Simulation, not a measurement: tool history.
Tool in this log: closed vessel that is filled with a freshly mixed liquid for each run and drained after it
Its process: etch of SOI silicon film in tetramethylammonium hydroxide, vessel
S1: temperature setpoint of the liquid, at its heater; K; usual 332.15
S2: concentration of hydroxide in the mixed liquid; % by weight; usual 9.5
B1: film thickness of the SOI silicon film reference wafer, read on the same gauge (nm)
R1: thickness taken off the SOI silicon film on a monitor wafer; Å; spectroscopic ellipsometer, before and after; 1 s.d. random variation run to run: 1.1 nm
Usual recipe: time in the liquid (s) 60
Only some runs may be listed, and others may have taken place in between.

Run 1, day 0: usual settings but S1 337.15 K; B1 30.05. Result: R1 2809.5 Å.
Run 2, day 0.988: usual settings but S1 329.65 K; B1 30.04. Result: R1 1733 Å.
Run 3, day 1.592: usual settings but time in the liquid (s) 40; B1 29.99. Result: R1 1361.1 Å.
Run 4, day 3.054: usual settings but S2 10 % by weight; B1 30.01. Result: R1 2003.4 Å.
Run 5, day 6.958: usual settings but S2 10 % by weight; B1 30.04. Result: R1 1979.9 Å.
Run 6, day 7.608: usual settings but S2 10 % by weight; B1 30.02. Result: R1 1976.4 Å.
Run 7, day 8.692: usual settings but S2 11.5 % by weight; B1 29.99. Result: R1 1858.5 Å.
Run 8, day 9.221: usual settings but S2 11.5 % by weight; B1 30.04. Result: R1 1871.6 Å.
Run 9, day 10.121: usual settings but S2 11.5 % by weight; B1 30. Result: R1 1893.4 Å.
Run 10, day 11.383: usual settings; B1 30. Result: R1 2018.4 Å.
Run 11, day 12.846: usual settings; B1 30.01. Result: R1 2006 Å.
Run 12, day 13.633: usual settings; B1 30.02. Result: R1 2005.6 Å.
Run 13, day 14.371: usual settings; B1 30.01. Result: R1 2007.4 Å.
Run 14, day 15.85: usual settings but time in the liquid (s) 70; B1 29.99. Result: R1 2331.6 Å.
Run 15, day 16.871: usual settings; B1 30. Result: R1 1985.3 Å.
Run 16, day 17.804: usual settings but S1 337.65 K, S2 7.5 % by weight; B1 30. Result: R1 3037.2 Å.
At day 18.404: gauge calibrated.
Run 17, day 18.888: usual settings; B1 29.95. Result: R1 1986.8 Å.
Run 18, day 19.767: usual settings; B1 30.03. Result: R1 1989.3 Å.
At day 20.008: hydroxide flow meter replaced.
Run 19, day 20.642: usual settings but time in the liquid (s) 90; B1 30.01. Result: R1 2981.1 Å.
Run 20, day 21.667: usual settings but S1 336.15 K; B1 29.99. Result: R1 2534.1 Å.
Run 21, day 23.771: usual settings but S1 336.15 K, S2 8 % by weight, time in the liquid (s) 40; B1 29.98. Result: R1 1805.4 Å.
Run 22, day 24.6: usual settings but S1 329.15 K, S2 8.5 % by weight, time in the liquid (s) 35; B1 29.97. Result: R1 991.5 Å.
Run 23, day 25.554: usual settings but S1 328.65 K, S2 11.5 % by weight, time in the liquid (s) 40; B1 29.96. Result: R1 979.1 Å.
Run 24, day 26.392: usual settings; B1 29.99. Result: R1 1970.4 Å.
Run 25, day 26.996: usual settings but S1 336.65 K; B1 30.03. Result: R1 2592.5 Å.
Run 26, day 28.212: usual settings; B1 30.03. Result: R1 1950.7 Å.
Run 27, day 29.608: usual settings but S1 335.65 K, time in the liquid (s) 30; B1 29.93. Result: R1 1210.8 Å.
At day 29.867: thermometer replaced.
Run 28, day 31.029: usual settings but S1 336.15 K, S2 11 % by weight; B1 29.99. Result: R1 2556 Å.
Run 29, day 32.021: usual settings; B1 30.01. Result: R1 2085 Å.
Run 30, day 32.696: usual settings but S2 8 % by weight, time in the liquid (s) 75; B1 29.99. Result: R1 2796.4 Å.
Run 31, day 34.038: usual settings; B1 30.01. Result: R1 2077.5 Å.
Run 32, day 35.129: usual settings but S1 327.15 K, S2 7 % by weight; B1 30.01. Result: R1 1668.4 Å.
Run 33, day 36.558: usual settings but S1 327.15 K, time in the liquid (s) 85; B1 29.98. Result: R1 2139.4 Å.
Run 34, day 37.312: usual settings but S2 10.5 % by weight; B1 30.02. Result: R1 2015.1 Å.
Run 35, day 38.779: usual settings but S1 326.15 K, time in the liquid (s) 35; B1 29.96. Result: R1 825 Å.

Forecast each of these 3 alternatives for the next run:
Run A, day 38.808: usual settings; B1 ?. Result: R1 ?.
Run B, day 38.808: usual settings but S1 324.65 K, S2 12 % by weight, time in the liquid (s) 75; B1 ?. Result: R1 ?.
Run C, day 38.808: usual settings but S1 329.65 K, S2 12.5 % by weight, time in the liquid (s) 30; B1 ?. Result: R1 ?.

run     B1      R1
  A  30.01  2077.4
  B  30.01  1464.8
  C  30.01   798.5
What these runs would have given with no unlogged condition in the tool:
run      R1
  A  2167.4
  B  1531.2
  C   833.6

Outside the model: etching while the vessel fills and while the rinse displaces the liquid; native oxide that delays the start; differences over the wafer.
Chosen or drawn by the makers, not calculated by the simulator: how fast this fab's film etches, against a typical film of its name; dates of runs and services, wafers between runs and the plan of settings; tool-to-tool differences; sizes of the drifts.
